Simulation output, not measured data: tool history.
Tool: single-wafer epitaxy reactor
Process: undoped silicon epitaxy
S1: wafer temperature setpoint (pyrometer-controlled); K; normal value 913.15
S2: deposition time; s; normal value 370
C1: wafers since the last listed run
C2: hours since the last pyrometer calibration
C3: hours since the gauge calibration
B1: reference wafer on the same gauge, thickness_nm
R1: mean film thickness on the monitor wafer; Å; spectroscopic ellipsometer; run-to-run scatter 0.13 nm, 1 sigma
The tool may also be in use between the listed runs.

run   hour      S1   S2   C1      C2     C3      B1      R1
  1    0.0  908.15  341    0  2283.7   62.4  37.895  362.04
  2   20.8  919.15  370   85  2304.5   83.2  37.942  512.61
  3   49.3  919.15  370  117  2333.0  111.7  37.863  509.78
  4   69.0  903.15  370   81  2352.7  131.4  37.897  349.31
  5   85.6  903.15  370   68  2369.3  148.0  37.933  347.73
  6  121.0  903.15  370  145  2404.7  183.4  37.890  347.00
  7  147.3  906.15  370  108  2431.0  209.7  37.898  372.26
  8  177.6  908.15  370  124  2461.3  240.0  37.878  393.27
  9  198.6  913.15  370   86  2482.3  261.0  37.913  446.66
     237.7  -- pyrometer calibrated
 10  301.6  913.15  370  391    63.9  364.0  37.864  440.90
 11  330.1  899.15  435  117    92.4  392.5  37.897  369.64
     334.3  -- gauge calibrated
 12  369.8  913.15  441  163   132.1   35.5  37.897  527.94
 13  405.7  899.15  338  147   168.0   71.4  37.926  288.73
 14  421.4  913.15  370   64   183.7   87.1  37.863  442.59
 15  519.7  913.15  429  404   282.0  185.4  37.884  513.77
 16  538.7  898.15  370   78   301.0  204.4  37.865  306.61
 17  555.9  901.15  351   70   318.2  221.6  37.902  314.93
 18  586.1  925.15  333  124   348.4  251.8  37.871  530.21
 19  600.8  913.15  370   60   363.1  266.5  37.914  440.99
 20  620.5  926.15  442   81   382.8  286.2  37.897  723.25

Predict each of these 4 candidate next runs independently; none follows another, all start after run 20:
  A  621.0  913.15  370   2  383.3  286.7   ?   ?
  B  621.0  913.15  316   2  383.3  286.7   ?   ?
  C  621.0  927.15  323   2  383.3  286.7   ?   ?
  D  621.0  900.15  351   2  383.3  286.7   ?   ?

run      B1      R1
  A  37.850  444.72
  B  37.850  379.82
  C  37.850  541.31
  D  37.850  306.76
Stripped of hidden state, with their random variation kept, the same runs would have yielded:
run      R1
  A  444.72
  B  379.82
  C  541.31
  D  306.76

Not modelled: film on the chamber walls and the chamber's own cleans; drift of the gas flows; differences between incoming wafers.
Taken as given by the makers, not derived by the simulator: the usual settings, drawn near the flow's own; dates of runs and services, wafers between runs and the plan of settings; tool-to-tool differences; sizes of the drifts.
